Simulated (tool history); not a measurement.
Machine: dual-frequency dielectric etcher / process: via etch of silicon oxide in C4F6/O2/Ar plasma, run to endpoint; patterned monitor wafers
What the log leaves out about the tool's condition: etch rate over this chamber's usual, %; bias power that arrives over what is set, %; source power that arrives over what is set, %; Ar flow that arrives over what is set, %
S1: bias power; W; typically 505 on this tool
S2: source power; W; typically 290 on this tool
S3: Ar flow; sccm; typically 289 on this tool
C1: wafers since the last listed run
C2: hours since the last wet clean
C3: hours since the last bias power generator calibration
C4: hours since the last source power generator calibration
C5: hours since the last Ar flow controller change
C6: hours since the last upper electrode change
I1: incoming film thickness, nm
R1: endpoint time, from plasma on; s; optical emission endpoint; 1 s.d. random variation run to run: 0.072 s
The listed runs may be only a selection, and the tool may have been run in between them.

run    hour   S1   S2   S3    C1     C2      C3      C4      C5      C6    I1    R1
  1       0  505  310  289     0   25.9  3849.9  2750.2   329.9  4304.8    91  22.1
  2    90.1  505  310  289  1416    116    3940  2840.3     420  4394.9  90.7    22
  3   191.9  505  310  289  1600  217.8  4041.8  2942.1   521.8  4496.7  90.7    22
  4   502.4  505  320  289  4880  528.3  4352.3  3252.6   832.3  4807.2  90.7  21.8
  5   564.8  505  320  289   980  590.7  4414.7    3315   894.7  4869.6  90.1  21.7
  6   648.1  505  310  269  1309    674    4498  3398.3     978  4952.9  90.7  21.8
  7   746.1  505  310  269  1540    772    4596  3496.3    1076  5050.9  90.2  21.6
      776.9  -- wet clean of the chamber
  8   805.2  450  260  250   551   28.3  4655.1  3555.4  1135.1    5110  91.2  23.6
  9   912.4  612  290  321  1685  135.5  4762.3  3662.6  1242.3  5217.2  90.2  21.1
      948.3  -- bias power generator calibrated
 10  1014.6  505  290  289  1543  237.7    66.3  3764.8  1344.5  5319.4  90.5  22.4
 11  1094.9  505  290  289  1262    318   146.6  3845.1  1424.8  5399.7  90.7  22.5
     1103.3  -- source power generator calibrated
 12  1186.5  419  220  289  1376  409.6   238.2    83.2  1516.4  5491.3  90.6  25.9
 13  1265.4  426  350  289  1240  488.5   317.1   162.1  1595.3  5570.2  89.9  22.5
 14  1326.8  553  290  289   965  549.9   378.5   223.5  1656.7  5631.6  91.1  21.8
 15    1418  505  290  289  1433  641.1   469.7   314.7  1747.9  5722.8  90.4  22.4
 16  1456.7  505  290  289   608  679.8   508.4   353.4  1786.6  5761.5  89.8  22.2
     1505.4  -- upper electrode replaced
 17  1552.5  594  290  289  1128  775.6   604.2   449.2  1882.4    47.1  90.6    21
     1590.5  -- wet clean of the chamber
     1635.5  -- Ar flow controller replaced
 18  1658.8  562  290  289  1199   68.3   710.5   555.5    23.3   153.4  89.8  21.2
 19  1708.4  505  290  289   779  117.9   760.1   605.1    72.9     203  90.7  22.4
 20  1748.5  505  290  289   630    158   800.2   645.2     113   243.1  90.7  22.4
 21  1811.7  432  290  289   993  221.2   863.4   708.4   176.2   306.3  89.9  23.7
 22    1887  505  230  249  1183  296.5   938.7   783.7   251.5   381.6    91  23.4
 23  1999.1  391  350  289  1762  408.6  1050.8   895.8   363.6   493.7  90.7  23.6
 24    2046  505  360  330   737  455.5  1097.7   942.7   410.5   540.6  90.1  21.5
 25  2109.6  615  340  289   999  519.1  1161.3  1006.3   474.1   604.2  91.2    20
 26  2179.7  470  290  289  1101  589.2  1231.4  1076.4   544.2   674.3    92  23.4
     2241.5  -- wet clean of the chamber
 27    2242  505  290  289   602    0.5  1293.7  1138.7   606.5   736.6  90.2  22.3
 28  2310.5  505  290  289  1076     69  1362.2  1207.2     675   805.1  90.5  22.3
 29  2406.2  505  290  289  1504  164.7  1457.9  1302.9   770.7   900.8  90.9  22.4
 30  2507.9  505  240  241  1598  266.4  1559.6  1404.6   872.4  1002.5  90.6  22.8

Exercise: give the hidden state of the tool at every run:
etch rate over this chamber's usual, %: 0 across all the runs
bias power that arrives over what is set, %: 0 across all the runs
source power that arrives over what is set, %: 0 across all the runs
Ar flow that arrives over what is set, %: 0 across all the runs

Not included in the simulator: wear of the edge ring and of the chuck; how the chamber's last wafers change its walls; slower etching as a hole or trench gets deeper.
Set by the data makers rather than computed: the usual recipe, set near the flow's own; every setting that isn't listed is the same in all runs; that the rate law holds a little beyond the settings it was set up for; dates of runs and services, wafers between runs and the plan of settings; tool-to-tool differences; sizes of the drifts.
